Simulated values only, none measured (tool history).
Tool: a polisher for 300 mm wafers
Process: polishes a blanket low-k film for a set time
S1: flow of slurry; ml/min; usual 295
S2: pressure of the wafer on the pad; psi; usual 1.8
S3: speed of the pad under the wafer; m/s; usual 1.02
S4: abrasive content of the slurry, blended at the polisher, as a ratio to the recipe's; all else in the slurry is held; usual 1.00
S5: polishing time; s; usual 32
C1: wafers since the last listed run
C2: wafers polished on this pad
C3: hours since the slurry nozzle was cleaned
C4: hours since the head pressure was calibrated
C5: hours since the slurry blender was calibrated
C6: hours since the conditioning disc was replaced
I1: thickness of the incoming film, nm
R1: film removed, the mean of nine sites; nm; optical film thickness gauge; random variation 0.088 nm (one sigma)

{"run": 1, "hour": 0.0, "S1": 295, "S2": 1.8, "S3": 1.02, "S4": 1.0, "S5": 27, "C1": 0, "C2": 345, "C3": 687.3, "C4": 653.6, "C5": 53.0, "C6": 173.1, "I1": 771.2, "R1": 8.7}
{"run": 2, "hour": 6.6, "S1": 295, "S2": 1.8, "S3": 1.02, "S4": 1.0, "S5": 27, "C1": 79, "C2": 425, "C3": 693.9, "C4": 660.2, "C5": 59.6, "C6": 179.7, "I1": 775.7, "R1": 8.6}
{"run": 3, "hour": 12.7, "S1": 295, "S2": 1.8, "S3": 1.02, "S4": 1.1, "S5": 32, "C1": 73, "C2": 498, "C3": 700.0, "C4": 666.3, "C5": 65.7, "C6": 185.8, "I1": 765.1, "R1": 10.4}
{"run": 4, "hour": 29.3, "S1": 295, "S2": 1.4, "S3": 1.02, "S4": 1.0, "S5": 32, "C1": 198, "C2": 697, "C3": 716.6, "C4": 682.9, "C5": 82.3, "C6": 202.4, "I1": 778.0, "R1": 8.3}
{"hour": 47.1, "done": "worn pad replaced by a new one"}
{"run": 5, "hour": 47.6, "S1": 295, "S2": 1.4, "S3": 1.02, "S4": 1.0, "S5": 32, "C1": 171, "C2": 5, "C3": 734.9, "C4": 701.2, "C5": 100.6, "C6": 220.7, "I1": 755.9, "R1": 8.6}
{"run": 6, "hour": 57.8, "S1": 295, "S2": 1.8, "S3": 1.02, "S4": 1.0, "S5": 32, "C1": 122, "C2": 127, "C3": 745.1, "C4": 711.4, "C5": 110.8, "C6": 230.9, "I1": 762.6, "R1": 10.3}
{"run": 7, "hour": 64.6, "S1": 295, "S2": 1.6, "S3": 1.02, "S4": 1.0, "S5": 32, "C1": 81, "C2": 209, "C3": 751.9, "C4": 718.2, "C5": 117.6, "C6": 237.7, "I1": 774.7, "R1": 9.4}
{"run": 8, "hour": 74.1, "S1": 295, "S2": 1.6, "S3": 1.02, "S4": 1.0, "S5": 32, "C1": 113, "C2": 323, "C3": 761.4, "C4": 727.7, "C5": 127.1, "C6": 247.2, "I1": 777.2, "R1": 9.4}
{"run": 9, "hour": 84.4, "S1": 295, "S2": 1.8, "S3": 1.02, "S4": 1.0, "S5": 32, "C1": 123, "C2": 446, "C3": 771.7, "C4": 738.0, "C5": 137.4, "C6": 257.5, "I1": 755.3, "R1": 10.2}
{"hour": 89.5, "done": "slurry nozzle cleaned"}
{"run": 10, "hour": 95.3, "S1": 295, "S2": 1.8, "S3": 1.02, "S4": 1.0, "S5": 32, "C1": 118, "C2": 565, "C3": 5.8, "C4": 748.9, "C5": 148.3, "C6": 268.4, "I1": 779.4, "R1": 10.0}
{"run": 11, "hour": 105.4, "S1": 295, "S2": 1.8, "S3": 1.02, "S4": 1.0, "S5": 32, "C1": 121, "C2": 686, "C3": 15.9, "C4": 759.0, "C5": 158.4, "C6": 278.5, "I1": 764.0, "R1": 10.1}
{"hour": 123.8, "done": "worn pad replaced by a new one"}
{"run": 12, "hour": 131.7, "S1": 245, "S2": 1.8, "S3": 1.02, "S4": 1.0, "S5": 32, "C1": 267, "C2": 94, "C3": 42.2, "C4": 785.3, "C5": 184.7, "C6": 304.8, "I1": 767.2, "R1": 9.9}
{"hour": 146.0, "done": "conditioning disc replaced and pad reconditioned"}
{"hour": 148.6, "done": "slurry blender recalibrated"}
{"run": 13, "hour": 149.4, "S1": 295, "S2": 1.4, "S3": 1.02, "S4": 1.0, "S5": 32, "C1": 164, "C2": 258, "C3": 59.9, "C4": 803.0, "C5": 0.8, "C6": 3.4, "I1": 767.0, "R1": 8.6}
{"run": 14, "hour": 165.3, "S1": 295, "S2": 1.8, "S3": 1.02, "S4": 0.75, "S5": 32, "C1": 190, "C2": 449, "C3": 75.8, "C4": 818.9, "C5": 16.7, "C6": 19.3, "I1": 769.2, "R1": 9.4}
{"run": 15, "hour": 176.2, "S1": 295, "S2": 1.8, "S3": 1.24, "S4": 0.7, "S5": 39, "C1": 130, "C2": 579, "C3": 86.7, "C4": 829.8, "C5": 27.6, "C6": 30.2, "I1": 772.9, "R1": 13.1}
{"run": 16, "hour": 188.8, "S1": 295, "S2": 1.8, "S3": 1.02, "S4": 1.0, "S5": 21, "C1": 151, "C2": 730, "C3": 99.3, "C4": 842.4, "C5": 40.2, "C6": 42.8, "I1": 770.2, "R1": 6.5}
{"hour": 201.6, "done": "worn pad replaced by a new one"}
{"run": 17, "hour": 202.1, "S1": 295, "S2": 1.8, "S3": 1.02, "S4": 1.0, "S5": 21, "C1": 111, "C2": 6, "C3": 112.6, "C4": 855.7, "C5": 53.5, "C6": 56.1, "I1": 784.4, "R1": 6.8}
{"hour": 204.3, "done": "head pressure recalibrated"}
{"run": 18, "hour": 216.4, "S1": 295, "S2": 1.8, "S3": 1.02, "S4": 1.0, "S5": 32, "C1": 147, "C2": 153, "C3": 126.9, "C4": 12.1, "C5": 67.8, "C6": 70.4, "I1": 769.4, "R1": 10.3}
{"run": 19, "hour": 239.7, "S1": 335, "S2": 1.2, "S3": 1.02, "S4": 1.0, "S5": 27, "C1": 279, "C2": 432, "C3": 150.2, "C4": 35.4, "C5": 91.1, "C6": 93.7, "I1": 772.0, "R1": 6.6}
{"run": 20, "hour": 254.5, "S1": 295, "S2": 1.8, "S3": 0.8, "S4": 1.0, "S5": 32, "C1": 177, "C2": 610, "C3": 165.0, "C4": 50.2, "C5": 105.9, "C6": 108.5, "I1": 774.2, "R1": 8.3}
{"run": 21, "hour": 269.8, "S1": 295, "S2": 1.8, "S3": 1.26, "S4": 1.0, "S5": 32, "C1": 183, "C2": 793, "C3": 180.3, "C4": 65.5, "C5": 121.2, "C6": 123.8, "I1": 766.9, "R1": 11.9}
{"hour": 277.2, "done": "worn pad replaced by a new one"}
{"run": 22, "hour": 277.6, "S1": 295, "S2": 2.1, "S3": 1.02, "S4": 1.0, "S5": 41, "C1": 45, "C2": 4, "C3": 188.1, "C4": 73.3, "C5": 129.0, "C6": 131.6, "I1": 777.3, "R1": 15.0}

Forecast each of these 4 alternatives for the next run:
{"run": "A", "hour": 278.0, "S1": 295, "S2": 1.8, "S3": 1.02, "S4": 1.0, "S5": 32, "C1": 4, "C2": 9, "C3": 188.5, "C4": 73.7, "C5": 129.4, "C6": 132.0, "I1": 769.1, "R1": "?"}
{"run": "B", "hour": 278.0, "S1": 330, "S2": 1.8, "S3": 1.02, "S4": 1.0, "S5": 23, "C1": 4, "C2": 9, "C3": 188.5, "C4": 73.7, "C5": 129.4, "C6": 132.0, "I1": 769.1, "R1": "?"}
{"run": "C", "hour": 278.0, "S1": 230, "S2": 1.8, "S3": 1.02, "S4": 0.75, "S5": 32, "C1": 4, "C2": 9, "C3": 188.5, "C4": 73.7, "C5": 129.4, "C6": 132.0, "I1": 769.1, "R1": "?"}
{"run": "D", "hour": 278.0, "S1": 295, "S2": 2.1, "S3": 0.76, "S4": 1.1, "S5": 32, "C1": 4, "C2": 9, "C3": 188.5, "C4": 73.7, "C5": 129.4, "C6": 132.0, "I1": 769.1, "R1": "?"}

run=A R1=10.3
run=B R1=7.5
run=C R1=9.2
run=D R1=9.4
Without the tool's hidden state the same runs would have given:
run=A R1=10.3
run=B R1=7.5
run=C R1=9.2
run=D R1=9.5
